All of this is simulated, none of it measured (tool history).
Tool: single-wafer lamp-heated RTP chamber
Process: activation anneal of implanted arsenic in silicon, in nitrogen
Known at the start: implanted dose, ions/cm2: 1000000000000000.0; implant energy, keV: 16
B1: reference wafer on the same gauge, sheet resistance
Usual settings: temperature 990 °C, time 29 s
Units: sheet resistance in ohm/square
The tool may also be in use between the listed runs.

Run 1, hour 0: usual settings; B1 163.07. Result: sheet resistance 148.61 ohm/square.
At hour 17.5: pyrometer window cleaned and pyrometer calibrated.
Run 2, hour 76.9: usual settings; B1 163.18. Result: sheet resistance 146.77 ohm/square.
At hour 195.8: reflector plate cleaned.
Run 3, hour 321.2: usual settings; B1 162.95. Result: sheet resistance 149.68 ohm/square.
Run 4, hour 392.1: usual settings; B1 163.07. Result: sheet resistance 149.12 ohm/square.
Run 5, hour 496.3: usual settings; B1 162.94. Result: sheet resistance 148.31 ohm/square.
Run 6, hour 560.1: usual settings; B1 163.05. Result: sheet resistance 147.9 ohm/square.
At hour 572.3: pyrometer window cleaned and pyrometer calibrated.
Run 7, hour 599.8: usual settings; B1 162.79. Result: sheet resistance 148.02 ohm/square.
Run 8, hour 653.2: usual settings; B1 162.93. Result: sheet resistance 147.65 ohm/square.
At hour 715.7: reflector plate cleaned.
Run 9, hour 735.9: usual settings; B1 163.09. Result: sheet resistance 150.92 ohm/square.
Run 10, hour 836.3: usual settings but time 34 s; B1 162.84. Result: sheet resistance 146.12 ohm/square.
Run 11, hour 889.6: usual settings; B1 162.89. Result: sheet resistance 148.92 ohm/square.
At hour 893.5: gauge calibrated.
Run 12, hour 982.6: usual settings; B1 162.92. Result: sheet resistance 147.29 ohm/square.
Run 13, hour 1057.1: usual settings; B1 163.04. Result: sheet resistance 148.45 ohm/square.
At hour 1082.4: pyrometer window cleaned and pyrometer calibrated.
Run 14, hour 1131.9: usual settings; B1 163.15. Result: sheet resistance 147.43 ohm/square.
At hour 1173.2: reflector plate cleaned.
Run 15, hour 1224.4: usual settings; B1 163.05. Result: sheet resistance 150.14 ohm/square.
Run 16, hour 1330.4: usual settings; B1 162.99. Result: sheet resistance 149.34 ohm/square.
Run 17, hour 1426.7: usual settings but temperature 1010 °C, time 42 s; B1 162.94. Result: sheet resistance 132.96 ohm/square.
Run 18, hour 1474.2: usual settings; B1 163. Result: sheet resistance 148.8 ohm/square.
Run 19, hour 1536: usual settings; B1 162.88. Result: sheet resistance 146.8 ohm/square.
At hour 1552.5: pyrometer window cleaned and pyrometer calibrated.
Run 20, hour 1591.3: usual settings but temperature 978 °C, time 16 s; B1 162.84. Result: sheet resistance 164.14 ohm/square.
Run 21, hour 1637.6: usual settings but temperature 963 °C, time 17 s; B1 163.21. Result: sheet resistance 169.94 ohm/square.
At hour 1703.6: reflector plate cleaned.
Run 22, hour 1711.6: usual settings; B1 162.93. Result: sheet resistance 149.68 ohm/square.
Run 23, hour 1772.7: usual settings; B1 163. Result: sheet resistance 149.56 ohm/square.
Run 24, hour 1986.7: usual settings but temperature 1001 °C, time 17 s; B1 162.79. Result: sheet resistance 151.37 ohm/square.
At hour 2076.1: pyrometer window cleaned and pyrometer calibrated.
Run 25, hour 2094.5: usual settings but temperature 1019 °C; B1 163.1. Result: sheet resistance 134.28 ohm/square.
Run 26, hour 2169.5: usual settings but temperature 1011 °C, time 21 s; B1 163.05. Result: sheet resistance 142.15 ohm/square.
At hour 2243.1: reflector plate cleaned.
Run 27, hour 2243.6: usual settings but temperature 973 °C, time 34 s; B1 162.93. Result: sheet resistance 157.96 ohm/square.
Run 28, hour 2341: usual settings but temperature 970 °C, time 36 s; B1 163.11. Result: sheet resistance 156.51 ohm/square.
Run 29, hour 2389.8: usual settings but temperature 1001 °C, time 45 s; B1 162.93. Result: sheet resistance 136.49 ohm/square.
At hour 2450.3: gauge calibrated.
Run 30, hour 2470.7: usual settings but temperature 1020 °C, time 19 s; B1 162.99. Result: sheet resistance 142.17 ohm/square.
Run 31, hour 2567.3: usual settings but temperature 1018 °C, time 17 s; B1 163.14. Result: sheet resistance 144.45 ohm/square.
At hour 2627.1: pyrometer window cleaned and pyrometer calibrated.
Run 32, hour 2639.8: usual settings but time 42 s; B1 163.24. Result: sheet resistance 140.57 ohm/square.
Run 33, hour 2687.1: usual settings but temperature 966 °C, time 35 s; B1 163.1. Result: sheet resistance 157.31 ohm/square.

Hidden state or all else? Some run-to-run changes of sheet resistance, split into what the settings, what came in and random variation would give without the hidden state, and what is left for the hidden state (with any gauge scatter that isn't in both results):
The hidden state here: true wafer temperature minus pyrometer reading, K; wafer temperature error from the tarnished reflector plate, K; gauge reads high (%).
Run 8 -> 9: reflector plate cleaned. sheet resistance +3.27 ohm/square: hidden state +3.28, all else -0.01.
Run 19 -> 20: temperature 990 -> 978, time 29 -> 16, pyrometer window cleaned and pyrometer calibrated. sheet resistance +17.34 ohm/square: hidden state -0.3, all else +17.64.
Run 21 -> 22: temperature 963 -> 990, time 17 -> 29, reflector plate cleaned. sheet resistance -20.26 ohm/square: hidden state +3.08, all else -23.34.
Run 26 -> 27: temperature 1011 -> 973, time 21 -> 34, reflector plate cleaned. sheet resistance +15.81 ohm/square: hidden state +3.25, all else +12.56.
Run 28 -> 29: temperature 970 -> 1001, time 36 -> 45. sheet resistance -20.02 ohm/square: hidden state -0.1, all else -19.92.
